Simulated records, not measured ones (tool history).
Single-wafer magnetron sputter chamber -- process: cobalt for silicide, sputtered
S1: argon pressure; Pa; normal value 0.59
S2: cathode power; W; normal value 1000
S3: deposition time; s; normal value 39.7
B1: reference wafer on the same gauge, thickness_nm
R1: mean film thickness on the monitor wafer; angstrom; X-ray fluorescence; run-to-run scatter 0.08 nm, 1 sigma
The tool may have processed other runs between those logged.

Run 1, hour 0: usual settings; B1 19.685. Result: R1 184.15 angstrom.
Run 2, hour 29.5: usual settings; B1 19.695. Result: R1 183.48 angstrom.
Run 3, hour 59.1: usual settings; B1 19.702. Result: R1 184.06 angstrom.
Run 4, hour 116.2: usual settings; B1 19.717. Result: R1 182.05 angstrom.
Run 5, hour 179.9: usual settings but S2 1100 W; B1 19.71. Result: R1 192.63 angstrom.
Run 6, hour 206.5: usual settings but S2 1100 W; B1 19.679. Result: R1 190.89 angstrom.
At hour 239.3: sputter target and shields replaced.
Run 7, hour 273.3: usual settings but S2 1100 W; B1 19.708. Result: R1 195.44 angstrom.
Run 8, hour 321.1: usual settings; B1 19.697. Result: R1 183.05 angstrom.
Run 9, hour 381.5: usual settings; B1 19.696. Result: R1 180.54 angstrom.
Run 10, hour 410.2: usual settings; B1 19.698. Result: R1 181.21 angstrom.
Run 11, hour 462.8: usual settings; B1 19.677. Result: R1 179.68 angstrom.
At hour 492: gauge calibrated.
Run 12, hour 499.1: usual settings but S2 950 W; B1 19.702. Result: R1 171.35 angstrom.
Run 13, hour 541.4: usual settings but S2 950 W; B1 19.687. Result: R1 172.34 angstrom.
At hour 561.5: sputter target and shields replaced.
Run 14, hour 591.7: usual settings but S2 950 W; B1 19.716. Result: R1 175.11 angstrom.
Run 15, hour 629.5: usual settings but S2 900 W, S3 42.3 s; B1 19.697. Result: R1 181.52 angstrom.
Run 16, hour 684.3: usual settings; B1 19.701. Result: R1 180.53 angstrom.
Run 17, hour 719.2: usual settings; B1 19.701. Result: R1 179.78 angstrom.
Run 18, hour 771.4: usual settings; B1 19.701. Result: R1 179.35 angstrom.
Run 19, hour 840.1: usual settings; B1 19.713. Result: R1 177.57 angstrom.
At hour 853.5: sputter target and shields replaced.
Run 20, hour 887.5: usual settings but S1 0.675 Pa, S2 1250 W, S3 47.5 s; B1 19.718. Result: R1 248.5 angstrom.
Run 21, hour 923.2: usual settings but S1 0.381 Pa, S2 900 W, S3 36 s; B1 19.689. Result: R1 162.61 angstrom.
At hour 958.1: capacitance manometer re-zeroed and calibrated.
Run 22, hour 987.9: usual settings but S2 1200 W, S3 32.2 s; B1 19.695. Result: R1 166.04 angstrom.
Run 23, hour 1037.1: usual settings but S2 1100 W, S3 32.7 s; B1 19.704. Result: R1 159.45 angstrom.
At hour 1063.8: magnet pack replaced.
Run 24, hour 1093: usual settings; B1 19.718. Result: R1 179.36 angstrom.

Predict the results of run 25:
Run 25, hour 1136.3: usual settings; B1 ?. Result: R1 ?.

Run 25 gave B1 19.708, R1 179.99 angstrom.
Had the tool carried no hidden state, the very same run would have given R1 185 angstrom.

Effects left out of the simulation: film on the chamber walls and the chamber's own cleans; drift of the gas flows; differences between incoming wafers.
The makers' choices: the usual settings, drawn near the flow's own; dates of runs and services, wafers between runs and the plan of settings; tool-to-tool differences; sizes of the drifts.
